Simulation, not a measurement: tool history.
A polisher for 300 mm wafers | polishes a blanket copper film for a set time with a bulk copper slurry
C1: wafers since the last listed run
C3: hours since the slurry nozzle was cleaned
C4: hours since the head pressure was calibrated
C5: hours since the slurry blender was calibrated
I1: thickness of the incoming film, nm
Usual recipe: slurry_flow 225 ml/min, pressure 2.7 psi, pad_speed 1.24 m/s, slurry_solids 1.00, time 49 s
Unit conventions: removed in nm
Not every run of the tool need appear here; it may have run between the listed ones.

run 1 hour=0.0 | slurry_flow=225 pressure=2.7 pad_speed=1.24 slurry_solids=1.00 time=49 | C1=0 wafers_polished_on_this_pad=653 C3=395.4 C4=438.5 C5=341.3 | I1=2001.6 | removed=534.1
-- hour=4.4 slurry nozzle cleaned
run 2 hour=41.9 | slurry_flow=225 pressure=2.7 pad_speed=1.24 slurry_solids=1.00 time=49 | C1=443 wafers_polished_on_this_pad=1096 C3=37.5 C4=480.4 C5=383.2 | I1=1982.2 | removed=538.0
run 3 hour=52.2 | slurry_flow=225 pressure=2.7 pad_speed=1.24 slurry_solids=1.00 time=49 | C1=111 wafers_polished_on_this_pad=1208 C3=47.8 C4=490.7 C5=393.5 | I1=2005.6 | removed=538.5
-- hour=63.0 slurry blender recalibrated
run 4 hour=65.7 | slurry_flow=225 pressure=2.7 pad_speed=1.24 slurry_solids=1.00 time=49 | C1=124 wafers_polished_on_this_pad=1333 C3=61.3 C4=504.2 C5=2.7 | I1=2023.0 | removed=538.1
run 5 hour=76.6 | slurry_flow=225 pressure=2.7 pad_speed=1.52 slurry_solids=1.00 time=57 | C1=118 wafers_polished_on_this_pad=1451 C3=72.2 C4=515.1 C5=13.6 | I1=1954.6 | removed=749.8
run 6 hour=84.0 | slurry_flow=170 pressure=2.1 pad_speed=1.24 slurry_solids=1.00 time=49 | C1=80 wafers_polished_on_this_pad=1531 C3=79.6 C4=522.5 C5=21.0 | I1=1977.5 | removed=393.5
run 7 hour=92.6 | slurry_flow=225 pressure=2.1 pad_speed=1.44 slurry_solids=0.90 time=64 | C1=93 wafers_polished_on_this_pad=1625 C3=88.2 C4=531.1 C5=29.6 | I1=2006.5 | removed=621.0
-- hour=105.8 worn pad replaced by a new one
run 8 hour=106.3 | slurry_flow=225 pressure=2.4 pad_speed=1.66 slurry_solids=1.00 time=49 | C1=105 wafers_polished_on_this_pad=5 C3=101.9 C4=544.8 C5=43.3 | I1=1981.2 | removed=636.3
run 9 hour=120.8 | slurry_flow=180 pressure=3.2 pad_speed=1.24 slurry_solids=1.00 time=49 | C1=157 wafers_polished_on_this_pad=163 C3=116.4 C4=559.3 C5=57.8 | I1=2032.2 | removed=605.9
run 10 hour=137.5 | slurry_flow=225 pressure=2.1 pad_speed=1.52 slurry_solids=1.25 time=49 | C1=181 wafers_polished_on_this_pad=344 C3=133.1 C4=576.0 C5=74.5 | I1=2012.5 | removed=542.5
run 11 hour=153.1 | slurry_flow=225 pressure=2.7 pad_speed=1.24 slurry_solids=1.00 time=49 | C1=169 wafers_polished_on_this_pad=513 C3=148.7 C4=591.6 C5=90.1 | I1=1975.2 | removed=533.4
run 12 hour=161.0 | slurry_flow=145 pressure=3.3 pad_speed=1.24 slurry_solids=0.75 time=49 | C1=85 wafers_polished_on_this_pad=599 C3=156.6 C4=599.5 C5=98.0 | I1=1987.0 | removed=560.0
run 13 hour=174.0 | slurry_flow=290 pressure=2.1 pad_speed=1.24 slurry_solids=1.00 time=33 | C1=141 wafers_polished_on_this_pad=740 C3=169.6 C4=612.5 C5=111.0 | I1=1993.9 | removed=288.9
-- hour=179.2 head pressure recalibrated
run 14 hour=184.9 | slurry_flow=225 pressure=2.7 pad_speed=1.24 slurry_solids=1.00 time=49 | C1=96 wafers_polished_on_this_pad=836 C3=180.5 C4=5.7 C5=121.9 | I1=2013.3 | removed=535.9
-- hour=230.7 worn pad replaced by a new one
run 15 hour=233.2 | slurry_flow=305 pressure=3.4 pad_speed=1.24 slurry_solids=1.00 time=49 | C1=480 wafers_polished_on_this_pad=27 C3=228.8 C4=54.0 C5=170.2 | I1=2003.5 | removed=693.6
run 16 hour=241.4 | slurry_flow=290 pressure=2.7 pad_speed=1.08 slurry_solids=1.00 time=40 | C1=88 wafers_polished_on_this_pad=116 C3=237.0 C4=62.2 C5=178.4 | I1=1996.3 | removed=396.7
run 17 hour=259.1 | slurry_flow=295 pressure=2.7 pad_speed=1.62 slurry_solids=0.80 time=65 | C1=192 wafers_polished_on_this_pad=308 C3=254.7 C4=79.9 C5=196.1 | I1=2023.2 | removed=882.4
run 18 hour=272.0 | slurry_flow=225 pressure=2.7 pad_speed=1.04 slurry_solids=1.00 time=34 | C1=139 wafers_polished_on_this_pad=448 C3=267.6 C4=92.8 C5=209.0 | I1=1979.1 | removed=308.0
run 19 hour=317.1 | slurry_flow=300 pressure=3.2 pad_speed=0.88 slurry_solids=1.10 time=49 | C1=489 wafers_polished_on_this_pad=937 C3=312.7 C4=137.9 C5=254.1 | I1=1995.4 | removed=470.6
run 20 hour=328.9 | slurry_flow=290 pressure=2.1 pad_speed=1.24 slurry_solids=1.00 time=33 | C1=128 wafers_polished_on_this_pad=1065 C3=324.5 C4=149.7 C5=265.9 | I1=1996.6 | removed=287.0
run 21 hour=342.5 | slurry_flow=225 pressure=2.7 pad_speed=1.24 slurry_solids=1.00 time=49 | C1=147 wafers_polished_on_this_pad=1213 C3=338.1 C4=163.3 C5=279.5 | I1=2022.2 | removed=535.0
run 22 hour=352.4 | slurry_flow=225 pressure=2.7 pad_speed=1.24 slurry_solids=1.00 time=49 | C1=107 wafers_polished_on_this_pad=1320 C3=348.0 C4=173.2 C5=289.4 | I1=2005.3 | removed=542.4
run 23 hour=360.1 | slurry_flow=225 pressure=2.7 pad_speed=1.24 slurry_solids=0.85 time=44 | C1=83 wafers_polished_on_this_pad=1404 C3=355.7 C4=180.9 C5=297.1 | I1=1985.0 | removed=458.9
run 24 hour=366.8 | slurry_flow=225 pressure=2.7 pad_speed=1.24 slurry_solids=1.20 time=49 | C1=72 wafers_polished_on_this_pad=1476 C3=362.4 C4=187.6 C5=303.8 | I1=1997.2 | removed=558.2
run 25 hour=381.4 | slurry_flow=225 pressure=2.7 pad_speed=1.08 slurry_solids=0.75 time=49 | C1=158 wafers_polished_on_this_pad=1635 C3=377.0 C4=202.2 C5=318.4 | I1=1969.8 | removed=426.4
run 26 hour=388.0 | slurry_flow=265 pressure=2.7 pad_speed=1.00 slurry_solids=1.10 time=49 | C1=71 wafers_polished_on_this_pad=1706 C3=383.6 C4=208.8 C5=325.0 | I1=2017.2 | removed=444.6
-- hour=397.8 worn pad replaced by a new one
run 27 hour=404.8 | slurry_flow=200 pressure=2.7 pad_speed=1.60 slurry_solids=1.00 time=49 | C1=138 wafers_polished_on_this_pad=76 C3=400.4 C4=225.6 C5=341.8 | I1=1978.3 | removed=671.5
run 28 hour=414.3 | slurry_flow=225 pressure=3.0 pad_speed=1.24 slurry_solids=0.90 time=49 | C1=103 wafers_polished_on_this_pad=179 C3=409.9 C4=235.1 C5=351.3 | I1=2020.8 | removed=574.6
run 29 hour=422.3 | slurry_flow=225 pressure=2.7 pad_speed=1.24 slurry_solids=1.00 time=49 | C1=86 wafers_polished_on_this_pad=265 C3=417.9 C4=243.1 C5=359.3 | I1=2021.4 | removed=529.6
run 30 hour=437.7 | slurry_flow=225 pressure=2.7 pad_speed=1.24 slurry_solids=1.00 time=49 | C1=167 wafers_polished_on_this_pad=432 C3=433.3 C4=258.5 C5=374.7 | I1=1980.7 | removed=536.2

For each run, what was the tool's unlogged condition?
removal rate lost through wear of the pad, %: 0 in every run
slurry flow missing at the pad, %: 0 in every run
deviation of the head's pressure from its setpoint, %: 0 in every run
abrasive missing from the slurry, %: 0 in every run
